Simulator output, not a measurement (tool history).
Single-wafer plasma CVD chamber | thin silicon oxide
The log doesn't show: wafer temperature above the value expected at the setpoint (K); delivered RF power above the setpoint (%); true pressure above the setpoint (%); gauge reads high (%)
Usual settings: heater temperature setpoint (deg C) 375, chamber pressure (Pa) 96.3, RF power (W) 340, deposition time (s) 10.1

run    day  heater temperature setpoint (deg C)  chamber pressure (Pa)  RF power (W)  deposition time (s)  wafers since the last listed run  hours since the last thermocouple change  hours since the last RF generator calibration  hours since the last manometer calibration  hours since the showerhead was replaced  hours since the gauge calibration  read-back reference wafer on the same gauge, thickness_nm  mean film thickness on the monitor wafer (nm)
  1  0.000                                  375                   96.3           340                 10.1                                 0                                    1508.8                                         2788.7                                      2431.8                                   2829.1                              174.4                                                     13.988                                         18.276
  2  0.696                                  375                   96.3           340                 10.1                               576                                    1525.5                                         2805.4                                      2448.5                                   2845.8                              191.1                                                     14.004                                         18.285
  3  1.025                                  375                   96.3           340                 10.1                               272                                    1533.4                                         2813.3                                      2456.4                                   2853.7                              199.0                                                     14.003                                         18.297
  4  1.558                                  375                   96.3           365                 10.1                               442                                    1546.2                                         2826.1                                      2469.2                                   2866.5                              211.8                                                     13.996                                         18.937
  5  1.929                                  375                   96.3           365                 10.1                               307                                    1555.1                                         2835.0                                      2478.1                                   2875.4                              220.7                                                     14.004                                         18.935
  6  2.192                                  375                   96.3           365                 10.1                               217                                    1561.4                                         2841.3                                      2484.4                                   2881.7                              227.0                                                     13.992                                         18.934
  7  2.667                                  375                   96.3           340                 10.1                               393                                    1572.8                                         2852.7                                      2495.8                                   2893.1                              238.4                                                     14.000                                         18.267
  8  3.212                                  375                   96.3           340                 10.1                               452                                    1585.9                                         2865.8                                      2508.9                                   2906.2                              251.5                                                     14.000                                         18.290
     3.625  -- RF generator calibrated
     3.700  -- showerhead replaced, of another model than before
  9  3.721                                  375                   96.3           340                 10.1                                80                                    1598.1                                            2.3                                      2521.1                                      0.5                              263.7                                                     13.991                                         17.747
 10  3.992                                  375                   96.3           340                 10.1                               224                                    1604.6                                            8.8                                      2527.6                                      7.0                              270.2                                                     14.004                                         17.716
     4.658  -- gauge calibrated
     4.812  -- capacitance manometer re-zeroed and calibrated
     4.971  -- thermocouple changed; heater temperature recalibrated
 11  4.992                                  386                   96.3           370                 11.9                               422                                       0.5                                           32.8                                         4.3                                     31.0                                8.0                                                     14.003                                         20.273
 12  5.271                                  366                   73.1           370                 10.1                               231                                       7.2                                           39.5                                        11.0                                     37.7                               14.7                                                     13.995                                         15.461
 13  5.629                                  375                   96.3           340                  9.2                               296                                      15.8                                           48.1                                        19.6                                     46.3                               23.3                                                     14.001                                         15.441
 14  6.254                                  375                   96.3           340                 10.1                               518                                      30.8                                           63.1                                        34.6                                     61.3                               38.3                                                     13.997                                         16.974
 15  6.892                                  381                   96.3           340                 11.8                               528                                      46.1                                           78.4                                        49.9                                     76.6                               53.6                                                     13.998                                         19.703
 16  7.242                                  371                   96.3           375                 12.0                               290                                      54.5                                           86.8                                        58.3                                     85.0                               62.0                                                     13.996                                         20.727
 17  7.812                                  375                   96.3           300                 10.1                               473                                      68.2                                          100.5                                        72.0                                     98.7                               75.7                                                     14.002                                         16.464
 18  8.225                                  375                   78.1           340                  9.3                               341                                      78.1                                          110.4                                        81.9                                    108.6                               85.6                                                     14.005                                         14.331
 19  8.754                                  375                   96.3           340                 11.1                               438                                      90.8                                          123.1                                        94.6                                    121.3                               98.3                                                     14.009                                         18.643
 20  9.138                                  375                   96.3           340                 10.1                               317                                     100.0                                          132.3                                       103.8                                    130.5                              107.5                                                     13.997                                         17.049
 21  9.558                                  375                   96.3           375                  9.6                               348                                     110.1                                          142.4                                       113.9                                    140.6                              117.6                                                     14.004                                         16.589

Forecast each of these 5 alternatives for the next run:
  A  9.575                                  361                   96.3           340                 10.1                                13                                     110.5                                          142.8                                       114.3                                    141.0                              118.0                                                          ?                                              ?
  B  9.575                                  364                  119.9           385                  8.4                                13                                     110.5                                          142.8                                       114.3                                    141.0                              118.0                                                          ?                                              ?
  C  9.575                                  365                  115.5           340                 10.1                                13                                     110.5                                          142.8                                       114.3                                    141.0                              118.0                                                          ?                                              ?
  D  9.575                                  390                  108.9           340                 10.1                                13                                     110.5                                          142.8                                       114.3                                    141.0                              118.0                                                          ?                                              ?
  E  9.575                                  375                   96.3           305                 10.1                                13                                     110.5                                          142.8                                       114.3                                    141.0                              118.0                                                          ?                                              ?

run  read-back reference wafer on the same gauge, thickness_nm  mean film thickness on the monitor wafer (nm)
  A                                                     13.997                                         17.102
  B                                                     13.997                                         16.190
  C                                                     13.997                                         18.519
  D                                                     13.997                                         17.781
  E                                                     13.997                                         16.501
Without the tool's hidden state the same runs would have given:
run  mean film thickness on the monitor wafer (nm)
  A                                         17.115
  B                                         16.202
  C                                         18.533
  D                                         17.794
  E                                         16.514
